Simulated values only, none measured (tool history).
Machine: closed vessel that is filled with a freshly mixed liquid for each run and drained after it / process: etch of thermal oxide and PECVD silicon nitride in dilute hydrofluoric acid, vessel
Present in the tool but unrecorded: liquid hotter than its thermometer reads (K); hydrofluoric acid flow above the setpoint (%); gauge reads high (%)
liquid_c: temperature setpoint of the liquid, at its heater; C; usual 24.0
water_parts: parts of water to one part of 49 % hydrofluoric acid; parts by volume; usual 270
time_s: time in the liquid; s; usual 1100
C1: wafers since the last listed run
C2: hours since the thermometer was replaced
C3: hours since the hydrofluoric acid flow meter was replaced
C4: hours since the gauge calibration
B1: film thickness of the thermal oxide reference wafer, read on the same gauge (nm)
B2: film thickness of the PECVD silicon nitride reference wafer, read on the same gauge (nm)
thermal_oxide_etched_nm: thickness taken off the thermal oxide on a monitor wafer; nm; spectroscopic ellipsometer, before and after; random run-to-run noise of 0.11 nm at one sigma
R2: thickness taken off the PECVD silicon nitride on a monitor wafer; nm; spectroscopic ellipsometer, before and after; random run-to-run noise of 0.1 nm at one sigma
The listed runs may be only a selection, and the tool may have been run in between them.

Run 1, hour 0.0: usual settings but liquid_c 22.0 C, water_parts 330 parts by volume; C1 0; C2 1586.7; C3 1894.5; C4 127.9; B1 150.00; B2 100.01. Result: thermal_oxide_etched_nm 11.83 nm, R2 20.50 nm.
Run 2, hour 41.6: usual settings but liquid_c 22.0 C, water_parts 330 parts by volume; C1 2589; C2 1628.3; C3 1936.1; C4 169.5; B1 150.01; B2 100.02. Result: thermal_oxide_etched_nm 11.79 nm, R2 20.42 nm.
Run 3, hour 80.7: usual settings but liquid_c 22.0 C, water_parts 330 parts by volume; C1 2433; C2 1667.4; C3 1975.2; C4 208.6; B1 149.98; B2 99.99. Result: thermal_oxide_etched_nm 11.80 nm, R2 20.70 nm.
Run 4, hour 147.8: usual settings but water_parts 225 parts by volume; C1 4176; C2 1734.5; C3 2042.3; C4 275.7; B1 149.99; B2 99.99. Result: thermal_oxide_etched_nm 20.84 nm, R2 34.05 nm.
Run 5, hour 346.8: usual settings; C1 12386; C2 1933.5; C3 2241.3; C4 474.7; B1 149.99; B2 100.02. Result: thermal_oxide_etched_nm 16.44 nm, R2 28.92 nm.
At hour 377.8: hydrofluoric acid flow meter replaced.
Run 6, hour 418.2: usual settings but liquid_c 20.0 C; C1 4381; C2 2004.9; C3 40.4; C4 546.1; B1 150.02; B2 100.00. Result: thermal_oxide_etched_nm 14.42 nm, R2 22.66 nm.
Run 7, hour 446.0: usual settings but water_parts 165 parts by volume; C1 1730; C2 2032.7; C3 68.2; C4 573.9; B1 150.01; B2 100.02. Result: thermal_oxide_etched_nm 30.62 nm, R2 47.63 nm.
Run 8, hour 486.5: usual settings; C1 2520; C2 2073.2; C3 108.7; C4 614.4; B1 149.99; B2 100.02. Result: thermal_oxide_etched_nm 16.74 nm, R2 29.20 nm.
Run 9, hour 511.8: usual settings; C1 1574; C2 2098.5; C3 134.0; C4 639.7; B1 150.04; B2 100.01. Result: thermal_oxide_etched_nm 16.82 nm, R2 29.10 nm.
Run 10, hour 547.8: usual settings but liquid_c 20.0 C, water_parts 325 parts by volume; C1 2240; C2 2134.5; C3 170.0; C4 675.7; B1 149.96; B2 99.98. Result: thermal_oxide_etched_nm 11.39 nm, R2 19.03 nm.
Run 11, hour 572.5: usual settings but liquid_c 22.5 C, water_parts 360 parts by volume, time_s 735 s; C1 1537; C2 2159.2; C3 194.7; C4 700.4; B1 150.01; B2 99.99. Result: thermal_oxide_etched_nm 7.24 nm, R2 13.44 nm.
At hour 588.1: thermometer replaced.
Run 12, hour 606.4: usual settings but water_parts 370 parts by volume, time_s 1575 s; C1 2047; C2 18.3; C3 228.6; C4 734.3; B1 150.02; B2 99.99. Result: thermal_oxide_etched_nm 14.77 nm, R2 26.67 nm.
At hour 664.4: gauge calibrated.
Run 13, hour 677.9: usual settings but liquid_c 19.5 C, water_parts 340 parts by volume, time_s 445 s; C1 4450; C2 89.8; C3 300.1; C4 13.5; B1 149.98; B2 100.02. Result: thermal_oxide_etched_nm 3.99 nm, R2 6.29 nm.
Run 14, hour 715.9: usual settings but water_parts 325 parts by volume; C1 2365; C2 127.8; C3 338.1; C4 51.5; B1 149.98; B2 100.03. Result: thermal_oxide_etched_nm 12.13 nm, R2 21.46 nm.
Run 15, hour 745.5: usual settings but time_s 1555 s; C1 1842; C2 157.4; C3 367.7; C4 81.1; B1 150.00; B2 100.03. Result: thermal_oxide_etched_nm 22.07 nm, R2 36.47 nm.
Run 16, hour 776.2: usual settings but water_parts 230 parts by volume, time_s 1605 s; C1 1910; C2 188.1; C3 398.4; C4 111.8; B1 150.04; B2 100.01. Result: thermal_oxide_etched_nm 27.78 nm, R2 44.24 nm.
Run 17, hour 845.4: usual settings; C1 4307; C2 257.3; C3 467.6; C4 181.0; B1 150.04; B2 99.97. Result: thermal_oxide_etched_nm 15.61 nm, R2 25.83 nm.

Entry by entry between the runs, the difference in hidden state between the last listed run before and the first listed run after:
In the gap between runs 5 and 6: hydrofluoric acid flow meter replaced (hour 377.8)
  liquid hotter than its thermometer reads (K): 2.3 -> 2.39
  the result without the hidden state subtracted from the measured one, thermal_oxide_etched_nm: +1.27 -> +1.21 nm; R2: +3.78 -> +3.19 nm
In the gap between runs 11 and 12: thermometer replaced (hour 588.1)
  liquid hotter than its thermometer reads (K): 2.57 -> 0.295
  the result without the hidden state subtracted from the measured one, thermal_oxide_etched_nm: +0.60 -> +0.14 nm; R2: +1.92 -> +0.46 nm
In the gap between runs 12 and 13: gauge calibrated (hour 664.4)
  liquid hotter than its thermometer reads (K): 0.295 -> 0.378
  the result without the hidden state subtracted from the measured one, thermal_oxide_etched_nm: +0.14 -> +0.06 nm; R2: +0.46 -> +0.15 nm
